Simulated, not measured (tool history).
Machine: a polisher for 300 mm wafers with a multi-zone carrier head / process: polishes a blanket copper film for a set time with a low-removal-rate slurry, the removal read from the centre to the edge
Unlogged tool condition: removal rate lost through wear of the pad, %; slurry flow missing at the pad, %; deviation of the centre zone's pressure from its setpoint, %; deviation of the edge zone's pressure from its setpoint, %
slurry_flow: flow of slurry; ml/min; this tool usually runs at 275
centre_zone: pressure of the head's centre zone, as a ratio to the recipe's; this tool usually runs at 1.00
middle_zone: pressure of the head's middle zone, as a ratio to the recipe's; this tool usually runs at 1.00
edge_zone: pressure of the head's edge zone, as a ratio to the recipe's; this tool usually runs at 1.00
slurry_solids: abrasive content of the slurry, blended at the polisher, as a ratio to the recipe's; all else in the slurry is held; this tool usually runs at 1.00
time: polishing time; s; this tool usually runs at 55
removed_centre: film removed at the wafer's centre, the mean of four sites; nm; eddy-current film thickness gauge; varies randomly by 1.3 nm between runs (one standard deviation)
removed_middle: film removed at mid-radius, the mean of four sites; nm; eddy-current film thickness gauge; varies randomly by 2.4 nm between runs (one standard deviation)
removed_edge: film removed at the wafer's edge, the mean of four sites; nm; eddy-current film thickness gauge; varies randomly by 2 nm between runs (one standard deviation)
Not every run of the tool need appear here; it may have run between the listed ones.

run,day,slurry_flow,centre_zone,middle_zone,edge_zone,slurry_solids,time,wafers since the last listed run,wafers polished on this pad,hours since the slurry nozzle was cleaned,hours since the centre zone pressure was calibrated,hours since the edge zone pressure was calibrated,hours since the carrier head's membrane was replaced,"incoming thickness of the incoming film, nm",removed_centre,removed_middle,removed_edge
1,0.000,275,1.00,1.00,1.00,1.00,55,0,376,785.2,1134.4,576.7,1267.8,1291.9,154.3,149.5,158.5
2,0.396,275,1.00,1.00,1.00,1.00,55,87,464,794.7,1143.9,586.2,1277.3,1277.6,156.2,153.2,155.6
3,0.696,275,1.00,1.00,1.00,1.00,55,66,530,801.9,1151.1,593.4,1284.5,1281.3,156.2,153.9,156.4
4,1.150,275,1.00,1.00,1.00,1.00,55,100,631,812.8,1162.0,604.3,1295.4,1272.9,153.3,158.6,154.8
5,1.571,275,1.00,1.00,1.00,1.00,44,93,724,822.9,1172.1,614.4,1305.5,1288.2,122.7,124.7,127.3
6,2.808,275,1.00,1.00,1.00,1.00,55,274,999,852.6,1201.8,644.1,1335.2,1297.9,154.8,151.5,158.0
7,3.404,275,1.00,1.00,1.00,0.95,55,132,1131,866.9,1216.1,658.4,1349.5,1294.4,154.3,150.8,153.3
8,3.912,275,1.00,1.00,1.00,0.95,55,112,1243,879.1,1228.3,670.6,1361.7,1297.8,151.7,150.8,155.0
# day 4.183: worn pad replaced by a new one
# day 5.012: carrier head's membrane replaced by a new one
9,5.033,275,1.00,1.00,1.00,1.00,55,165,142,906.0,1255.2,697.5,0.5,1303.3,156.0,154.4,157.0
# day 5.371: slurry nozzle cleaned
10,5.392,275,1.00,1.00,1.00,1.00,55,70,212,0.5,1263.8,706.1,9.1,1297.0,143.4,148.5,147.7
11,5.821,275,1.00,1.00,1.00,1.00,55,95,307,10.8,1274.1,716.4,19.4,1282.0,141.2,141.6,147.3
# day 6.138: edge zone pressure recalibrated
12,6.379,275,1.06,0.94,1.00,1.00,46,105,412,24.2,1287.5,5.8,32.8,1284.8,123.5,115.0,122.0
13,6.738,275,0.96,1.00,1.00,1.00,55,79,492,32.8,1296.1,14.4,41.4,1300.0,135.7,143.2,146.5
14,7.404,190,1.00,1.00,1.00,0.75,55,147,640,48.8,1312.1,30.4,57.4,1278.9,115.2,116.4,126.9
# day 7.892: centre zone pressure recalibrated
15,7.912,275,1.00,1.00,1.00,1.00,67,94,734,61.0,0.5,42.6,69.6,1299.8,168.9,174.4,178.3
# day 8.146: slurry nozzle cleaned, repeated, since the last time left the tool worse
16,8.275,275,1.00,1.00,1.00,0.85,55,71,805,3.1,9.2,51.3,78.3,1281.8,154.5,154.2,153.8
17,8.796,275,1.10,1.00,0.96,0.85,55,115,920,15.6,21.7,63.8,90.8,1306.6,171.5,157.6,154.1

For run 18, what comes out?
18,9.104,275,1.00,1.00,1.00,1.00,55,68,989,23.0,29.1,71.2,98.2,1290.5,?,?,?

{"run 18": {"removed_centre": 160.7, "removed_middle": 157.2, "removed_edge": 163.8}}
The same run, on a tool lacking any hidden state, would have yielded removed_centre 161.6 nm, removed_middle 158.0 nm, removed_edge 164.4 nm.

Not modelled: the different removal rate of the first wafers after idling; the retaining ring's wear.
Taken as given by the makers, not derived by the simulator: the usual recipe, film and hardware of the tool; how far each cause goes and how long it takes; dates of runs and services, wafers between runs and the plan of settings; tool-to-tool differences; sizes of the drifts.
